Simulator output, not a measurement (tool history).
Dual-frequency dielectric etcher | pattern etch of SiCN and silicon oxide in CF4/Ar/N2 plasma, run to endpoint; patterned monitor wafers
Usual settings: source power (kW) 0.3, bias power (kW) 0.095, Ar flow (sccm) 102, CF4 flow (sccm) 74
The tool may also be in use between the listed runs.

run      day  source power (kW)  bias power (kW)  Ar flow (sccm)  CF4 flow (sccm)  wafers since the last listed run  hours since the last wet clean  hours since the last source power generator calibration  hours since the last bias power generator calibration  hours since the last Ar flow controller change  hours since the last CF4 flow controller change  hours since the last upper electrode change  incoming incoming film thickness, nm  endpoint time (s)
  1        0                0.3            0.095             102               74                                 0                           103.2                                                    823.7                                                  946.4                                          2459.3                                           2597.1                                       3612.8                                 10.73                 15
  2      3.1               0.28            0.095             102               74                               849                           177.6                                                    898.1                                                 1020.8                                          2533.7                                           2671.5                                       3687.2                                  10.8               16.1
  3    5.138               0.28            0.095             102               74                               558                           226.5                                                      947                                                 1069.7                                          2582.6                                           2720.4                                       3736.1                                 10.69               15.9
  4    8.608               0.28            0.095             102               74                               950                           309.8                                                   1030.3                                                   1153                                          2665.9                                           2803.7                                       3819.4                                 10.72               15.8
  5   10.858                0.3            0.095             102               74                               616                           363.8                                                   1084.3                                                   1207                                          2719.9                                           2857.7                                       3873.4                                 10.71               14.6
      16.996  -- upper electrode replaced
      23.554  -- wet clean of the chamber
  6       24                0.3            0.095             116               74                              3051                            10.7                                                   1399.7                                                 1522.4                                          3035.3                                           3173.1                                        168.1                                 10.65               14.9
  7   27.888                0.3            0.095             102               74                              1064                             104                                                     1493                                                 1615.7                                          3128.6                                           3266.4                                        261.4                                 10.73               14.9
      31.454  -- CF4 flow controller replaced
  8   31.979                0.3            0.095             102               74                              1052                           202.2                                                   1591.2                                                 1713.9                                          3226.8                                             12.6                                        359.6                                 10.65               14.6
  9    36.35               0.28            0.095             102               74                              1197                           307.1                                                   1696.1                                                 1818.8                                          3331.7                                            117.5                                        464.5                                 10.65               15.6
 10   39.175                0.3            0.095             102               64                               773                           374.9                                                   1763.9                                                 1886.6                                          3399.5                                            185.3                                        532.3                                 10.59               14.6
      42.225  -- source power generator calibrated
 11   43.283               0.28            0.095             102               74                              1079                           473.5                                                     25.4                                                 1985.2                                          3498.1                                            283.9                                        630.9                                 10.65               15.4
 12   45.471               0.34            0.095              86               74                               599                             526                                                     77.9                                                 2037.7                                          3550.6                                            336.4                                        683.4                                 10.69               12.3
 13   47.046               0.27            0.112             102               74                               431                           563.8                                                    115.7                                                 2075.5                                          3588.4                                            374.2                                        721.2                                 10.73               14.7
      53.021  -- wet clean of the chamber
 14   55.054                0.3            0.095             102               74                              1919                            48.8                                                    307.9                                                 2267.7                                          3780.6                                            566.4                                        913.4                                 10.68               14.8
 15   58.804               0.28            0.095             102               74                              1027                           138.8                                                    397.9                                                 2357.7                                          3870.6                                            656.4                                       1003.4                                 10.64                 16
      62.279  -- bias power generator calibrated
 16     62.3                0.3            0.095             102               74                               911                           222.7                                                    481.8                                                    0.5                                          3954.5                                            740.3                                       1087.3                                 10.77               14.8
 17   66.712               0.25            0.095             128               82                              1208                           328.6                                                    587.7                                                  106.4                                          4060.4                                            846.2                                       1193.2                                 10.68               18.1
 18   70.012                0.3            0.095             102               65                               903                           407.8                                                    666.9                                                  185.6                                          4139.6                                            925.4                                       1272.4                                  10.5               14.4
 19       74               0.33            0.095             102               74                              1092                           503.5                                                    762.6                                                  281.3                                          4235.3                                           1021.1                                       1368.1                                 10.71                 13
      75.529  -- Ar flow controller replaced
      76.029  -- wet clean of the chamber
 20   76.442               0.23            0.113             117               67                               463                             9.9                                                    821.2                                                  339.9                                            21.9                                           1079.7                                       1426.7                                 10.77               19.3
 21   84.488                0.3            0.071             112               56                              2203                             203                                                   1014.3                                                    533                                             215                                           1272.8                                       1619.8                                 10.65               18.5
 22   88.471                0.3            0.095             102               74                              1091                           298.6                                                   1109.9                                                  628.6                                           310.6                                           1368.4                                       1715.4                                 10.83               14.9
 23   98.654               0.37            0.095             110               74                              2789                             543                                                   1354.3                                                    873                                             555                                           1612.8                                       1959.8                                 10.68               11.5
 24  100.633                0.3            0.101             102               63                               542                           590.5                                                   1401.8                                                  920.5                                           602.5                                           1660.3                                       2007.3                                 10.67               14.1
 25  102.717                0.3            0.095             119               74                               570                           640.5                                                   1451.8                                                  970.5                                           652.5                                           1710.3                                       2057.3                                  10.7               14.8

How the hidden state differs across the entries between the runs, from the last listed run before each to the first after it:
Between runs 5 and 6: upper electrode replaced (day 16.996); wet clean of the chamber (day 23.554)
  etch rate over this chamber's usual, %: 2.65 -> 0.154
  measured less the result without the state, endpoint time (s): -0.4 -> +0
Between runs 7 and 8: CF4 flow controller replaced (day 31.454)
  etch rate over this chamber's usual, %: 0.921 -> 1.73
  measured less the result without the state, endpoint time (s): -0.1 -> -0.3
Between runs 10 and 11: source power generator calibrated (day 42.225)
  etch rate over this chamber's usual, %: 3.15 -> 3.96
  measured less the result without the state, endpoint time (s): -0.4 -> -0.6
Between runs 13 and 14: wet clean of the chamber (day 53.021)
  etch rate over this chamber's usual, %: 4.7 -> 0.421
  measured less the result without the state, endpoint time (s): -0.7 -> -0.1
Between runs 15 and 16: bias power generator calibrated (day 62.279)
  etch rate over this chamber's usual, %: 1.16 -> 1.85
  measured less the result without the state, endpoint time (s): -0.2 -> -0.3
Between runs 19 and 20: Ar flow controller replaced (day 75.529); wet clean of the chamber (day 76.029)
  etch rate over this chamber's usual, %: 4.16 -> -0.138
  measured less the result without the state, endpoint time (s): -0.6 -> +0.1
